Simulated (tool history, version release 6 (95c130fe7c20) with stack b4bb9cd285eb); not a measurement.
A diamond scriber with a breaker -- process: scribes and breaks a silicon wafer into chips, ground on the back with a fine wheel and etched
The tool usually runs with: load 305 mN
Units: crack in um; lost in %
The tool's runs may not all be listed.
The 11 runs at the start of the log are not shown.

run	day	load	wafers since the last listed run	hours since the diamond tip was replaced	hours since the load on the tip was calibrated	incoming depth of the damage left on the back of the incoming wafer, um	crack	lost
12	5.508	305	14	316	295.2	0.34	10.95	1.46
13	5.875	377	10	324.8	304	0.44	13.52	3.88
14	7.046	331	33	352.9	332.1	0.33	12.13	0.98
15	7.512	305	13	364.1	343.3	0.59	11.15	1.67
16	7.788	250	7	370.7	349.9	0.72	8.86	13.4
17	8.371	376	16	384.7	363.9	0.56	13.49	3.45
18	9.008	305	18	400	379.2	0.58	11.02	1.5
# day 10.829: diamond tip replaced by a new one
19	11.054	238	56	5.4	428.3	0.78	7.99	17.7
20	11.775	305	20	22.7	445.6	0.47	11.17	1.83
21	12.075	328	8	29.9	452.8	0.64	12.07	1.01
22	12.354	253	7	36.6	459.5	0.65	8.8	11.22
23	13.038	387	19	53	475.9	0.46	14.25	4.25
# day 13.375: load on the tip recalibrated
24	13.754	345	18	70.2	9.1	0.42	13.8	3.25
25	14.271	305	14	82.6	21.5	0.36	11.51	0.96

Forecast run 26:
26	14.938	375	19	98.6	37.5	0.34	?	?

{"run 26": {"crack": 14.48, "lost": 5.94}}
On a tool with no hidden condition, and with the same random variation, this run would have come out at crack 14.67 um, lost 6.58 %.

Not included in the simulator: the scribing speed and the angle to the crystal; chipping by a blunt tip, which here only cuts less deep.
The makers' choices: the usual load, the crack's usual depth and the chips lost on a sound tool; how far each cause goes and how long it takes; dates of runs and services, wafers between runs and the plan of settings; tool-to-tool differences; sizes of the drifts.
